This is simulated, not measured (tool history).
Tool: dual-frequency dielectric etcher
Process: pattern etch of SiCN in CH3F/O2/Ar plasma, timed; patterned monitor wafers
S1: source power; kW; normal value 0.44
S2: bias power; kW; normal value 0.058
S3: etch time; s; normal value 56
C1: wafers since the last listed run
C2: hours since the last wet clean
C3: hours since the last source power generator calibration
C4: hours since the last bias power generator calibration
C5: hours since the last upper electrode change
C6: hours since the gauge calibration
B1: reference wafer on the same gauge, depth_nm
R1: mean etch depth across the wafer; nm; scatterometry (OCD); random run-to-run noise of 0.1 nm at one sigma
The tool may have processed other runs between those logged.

run    hour    S1     S2    S3    C1     C2      C3      C4      C5      C6     B1     R1
  1       0  0.44  0.058    56     0  268.5  2550.6  2850.9  2233.2   666.1  18.79  21.12
  2    60.6  0.44  0.058    56   492  329.1  2611.2  2911.5  2293.8   726.7  18.78  21.07
  3   110.7  0.44  0.058    56   406  379.2  2661.3  2961.6  2343.9   776.8  18.78  21.08
  4   168.6  0.44  0.058    56   470  437.1  2719.2  3019.5  2401.8   834.7  18.81  21.16
      303.7  -- wet clean of the chamber
  5   351.5  0.44  0.058    56  1290   47.8  2902.1  3202.4  2584.7  1017.6  18.78  21.18
  6   380.7  0.44  0.058    56   237     77  2931.3  3231.6  2613.9  1046.8  18.81  21.15
  7   414.5  0.44  0.058    56   274  110.8  2965.1  3265.4  2647.7  1080.6   18.8  20.99
  8   446.1  0.44  0.063    56   256  142.4  2996.7    3297  2679.3  1112.2  18.79  21.86
  9   478.3  0.44  0.063    56   261  174.6  3028.9  3329.2  2711.5  1144.4   18.8  21.88
      512.2  -- bias power generator calibrated
 10   525.6  0.44  0.063    56   351  221.9  3076.2    13.4  2758.8  1191.7   18.8  21.64
 11   589.7  0.44  0.058  48.5   520    286  3140.3    77.5  2822.9  1255.8  18.79   18.1
 12   620.3  0.44  0.058  48.5   248  316.6  3170.9   108.1  2853.5  1286.4  18.81  18.07
      828.3  -- wet clean of the chamber
 13   828.8  0.44  0.058  48.5  1498    0.5  3379.4   316.6    3062  1494.9  18.82  18.45
      853.1  -- upper electrode replaced
 14   859.8  0.44  0.058    56    56   31.5  3410.4   347.6     6.7  1525.9  18.83  20.91
      881.1  -- source power generator calibrated
 15   884.9  0.47  0.063  49.5   171   56.6     3.8   372.7    31.8    1551  18.78  19.63
 16   955.7  0.44  0.058    56   574  127.4    74.6   443.5   102.6  1621.8  18.78  21.08
 17  1007.2  0.44  0.063    56   418  178.9   126.1     495   154.1  1673.3  18.78  21.85
 18  1035.1  0.44  0.049  69.5   226  206.8     154   522.9     182  1701.2   18.8  24.49
     1170.9  -- gauge calibrated
 19  1197.6  0.44  0.058    56  1319  369.3   316.5   685.4   344.5    26.7   18.8  21.21
 20  1226.6  0.44  0.058  67.5   235  398.3   345.5   714.4   373.5    55.7  18.79  25.71
 21  1294.7  0.44  0.058  72.5   553  466.4   413.6   782.5   441.6   123.8  18.81  27.51
     1325.2  -- wet clean of the chamber
 22  1460.5  0.54  0.065  39.5  1151  135.3   579.4   948.3   607.4   289.6  18.83  16.58
 23  1521.1  0.44   0.05    56   492  195.9     640  1008.9     668   350.2  18.82  19.97
 24  1582.9  0.44  0.053  44.5   501  257.7   701.8  1070.7   729.8     412  18.82  16.17
 25  1620.9  0.44  0.058    56   308  295.7   739.8  1108.7   767.8     450   18.8   21.2
 26    1651  0.33  0.067  45.5   244  325.8   769.9  1138.8   797.9   480.1  18.76  16.28
 27  1677.8  0.33  0.047    72   217  352.6   796.7  1165.6   824.7   506.9  18.79  22.71
 28  1722.7  0.37   0.05  64.5   364  397.5   841.6  1210.5   869.6   551.8   18.8  21.62
 29  1769.8  0.34  0.046    56   382  444.6   888.7  1257.6   916.7   598.9  18.81  17.64
     1871.8  -- wet clean of the chamber
 30  1872.3  0.44  0.058    56   637    0.5   991.2  1360.1  1019.2   701.4  18.78  21.19

Branching from run 30: 4 alternative next runs. What would each branch give?
  A  1872.7  0.44  0.058    56   3  0.9  991.6  1360.5  1019.6  701.8   ?   ?
  B  1872.7  0.54  0.069    69   3  0.9  991.6  1360.5  1019.6  701.8   ?   ?
  C  1872.7  0.36  0.052  44.5   3  0.9  991.6  1360.5  1019.6  701.8   ?   ?
  D  1872.7  0.53  0.058    64   3  0.9  991.6  1360.5  1019.6  701.8   ?   ?

run     B1     R1
  A  18.78  21.17
  B  18.78  29.84
  C  18.78  15.09
  D  18.78  25.82
The same runs, with their run-to-run variation unchanged, on a tool lacking any hidden condition would have given:
run     R1
  A  21.17
  B  29.84
  C  15.09
  D  25.82
